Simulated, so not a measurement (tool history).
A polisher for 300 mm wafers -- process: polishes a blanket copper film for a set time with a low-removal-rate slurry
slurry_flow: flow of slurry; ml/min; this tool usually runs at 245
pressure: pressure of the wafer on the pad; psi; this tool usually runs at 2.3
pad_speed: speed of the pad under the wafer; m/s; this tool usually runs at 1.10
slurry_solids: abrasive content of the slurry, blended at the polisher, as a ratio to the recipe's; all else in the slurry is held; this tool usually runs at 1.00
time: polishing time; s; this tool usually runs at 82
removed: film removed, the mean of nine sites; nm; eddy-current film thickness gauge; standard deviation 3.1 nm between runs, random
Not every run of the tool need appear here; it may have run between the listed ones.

run   hour  slurry_flow  pressure  pad_speed  slurry_solids  time  wafers since the last listed run  wafers polished on this pad  hours since the slurry nozzle was cleaned  hours since the head pressure was calibrated  hours since the slurry blender was calibrated  incoming thickness of the incoming film, nm  removed
  1    0.0          245       2.3       1.10           1.00    82                                 0                         1669                                        7.4                                          83.4                                          274.7                                        887.9    227.2
       5.2  -- slurry blender recalibrated
  2   42.0          245       2.3       1.10           1.00    82                               388                         2057                                       49.4                                         125.4                                           36.8                                        882.3    224.2
  3   58.8          245       2.3       1.10           1.00    82                               162                         2220                                       66.2                                         142.2                                           53.6                                        885.9    222.1
      77.5  -- worn pad replaced by a new one
  4   89.3          245       2.3       1.10           1.00    59                               257                          114                                       96.7                                         172.7                                           84.1                                        875.0    164.0
  5  105.0          245       2.3       1.10           1.00    59                               152                          266                                      112.4                                         188.4                                           99.8                                        870.6    163.3
  6  139.9          245       2.3       1.10           1.00    82                               338                          605                                      147.3                                         223.3                                          134.7                                        883.2    227.6
  7  171.8          245       2.3       1.10           1.00    82                               309                          914                                      179.2                                         255.2                                          166.6                                        883.0    225.7
  8  204.2          245       1.9       1.24           0.80    54                               314                         1229                                      211.6                                         287.6                                          199.0                                        867.9    122.3
  9  219.3          245       2.3       1.10           1.00    82                               146                         1375                                      226.7                                         302.7                                          214.1                                        884.8    225.0
 10  243.7          245       2.3       1.10           1.00    82                               236                         1612                                      251.1                                         327.1                                          238.5                                        862.2    232.7
 11  257.8          245       2.3       0.96           1.00    58                               136                         1749                                      265.2                                         341.2                                          252.6                                        865.8    146.4
 12  278.5          245       2.3       1.10           1.00    82                               200                         1949                                      285.9                                         361.9                                          273.3                                        858.1    225.8
 13  298.1          245       3.0       1.10           1.00    82                               190                         2140                                      305.5                                         381.5                                          292.9                                        868.1    289.8
     321.8  -- worn pad replaced by a new one
 14  324.8          245       1.9       0.82           1.25    94                               220                           29                                      332.2                                         408.2                                          319.6                                        866.8    186.6
 15  350.0          245       2.3       1.10           1.00    82                               244                          273                                      357.4                                         433.4                                          344.8                                        857.6    223.6
     354.0  -- slurry blender recalibrated
     375.7  -- slurry nozzle cleaned
 16  376.2          300       2.3       1.10           1.00    58                               225                          498                                        0.5                                         459.6                                           22.2                                        868.2    166.3
 17  392.4          245       2.3       1.10           1.00    82                               157                          656                                       16.7                                         475.8                                           38.4                                        852.5    229.7
 18  427.6          245       2.3       1.10           1.20   104                               341                          997                                       51.9                                         511.0                                           73.6                                        874.8    309.4
 19  448.7          245       2.6       1.28           1.00    82                               204                         1202                                       73.0                                         532.1                                           94.7                                        871.5    282.1
 20  470.4          245       2.3       1.10           1.00    82                               210                         1412                                       94.7                                         553.8                                          116.4                                        860.4    233.1
 21  493.3          180       2.3       0.88           0.75    82                               222                         1635                                      117.6                                         576.7                                          139.3                                        875.3    174.1
 22  526.1          245       2.3       0.96           1.00    58                               318                         1953                                      150.4                                         609.5                                          172.1                                        872.5    150.3
 23  539.0          305       1.9       1.10           1.00    55                               125                         2078                                      163.3                                         622.4                                          185.0                                        877.2    132.3
     567.9  -- worn pad replaced by a new one
 24  620.3          245       2.3       1.10           1.00    82                               749                          508                                      244.6                                         703.7                                          266.3                                        872.0    230.7
     629.9  -- slurry blender recalibrated
 25  634.0          245       1.5       1.10           0.85    61                               113                          622                                      258.3                                         717.4                                            4.1                                        871.3    109.8
 26  667.0          165       2.3       1.42           1.00    82                               320                          942                                      291.3                                         750.4                                           37.1                                        872.8    268.0
 27  685.7          245       2.3       1.10           1.10    91                               181                         1123                                      310.0                                         769.1                                           55.8                                        877.0    280.9
 28  698.6          245       1.9       1.10           1.10    82                               125                         1248                                      322.9                                         782.0                                           68.7                                        856.6    206.6
 29  733.5          180       2.6       1.44           1.15    82                               338                         1587                                      357.8                                         816.9                                          103.6                                        880.5    328.7

Here are 5 independent what-if runs from the current tool condition. What would each one return?
  A  734.0          245       2.3       1.10           1.00    82                                 4                         1592                                      358.3                                         817.4                                          104.1                                        866.6        ?
  B  734.0          245       1.8       1.10           1.10    82                                 4                         1592                                      358.3                                         817.4                                          104.1                                        866.6        ?
  C  734.0          220       2.3       1.28           1.10   109                                 4                         1592                                      358.3                                         817.4                                          104.1                                        866.6        ?
  D  734.0          245       2.3       1.10           1.00   108                                 4                         1592                                      358.3                                         817.4                                          104.1                                        866.6        ?
  E  734.0          305       2.3       0.74           1.00    82                                 4                         1592                                      358.3                                         817.4                                          104.1                                        866.6        ?

run  removed
  A    242.8
  B    195.6
  C    365.5
  D    319.8
  E    191.2
Stripped of hidden state, with their random variation kept, the same runs would have yielded:
run  removed
  A    220.7
  B    177.7
  C    332.1
  D    290.6
  E    173.8

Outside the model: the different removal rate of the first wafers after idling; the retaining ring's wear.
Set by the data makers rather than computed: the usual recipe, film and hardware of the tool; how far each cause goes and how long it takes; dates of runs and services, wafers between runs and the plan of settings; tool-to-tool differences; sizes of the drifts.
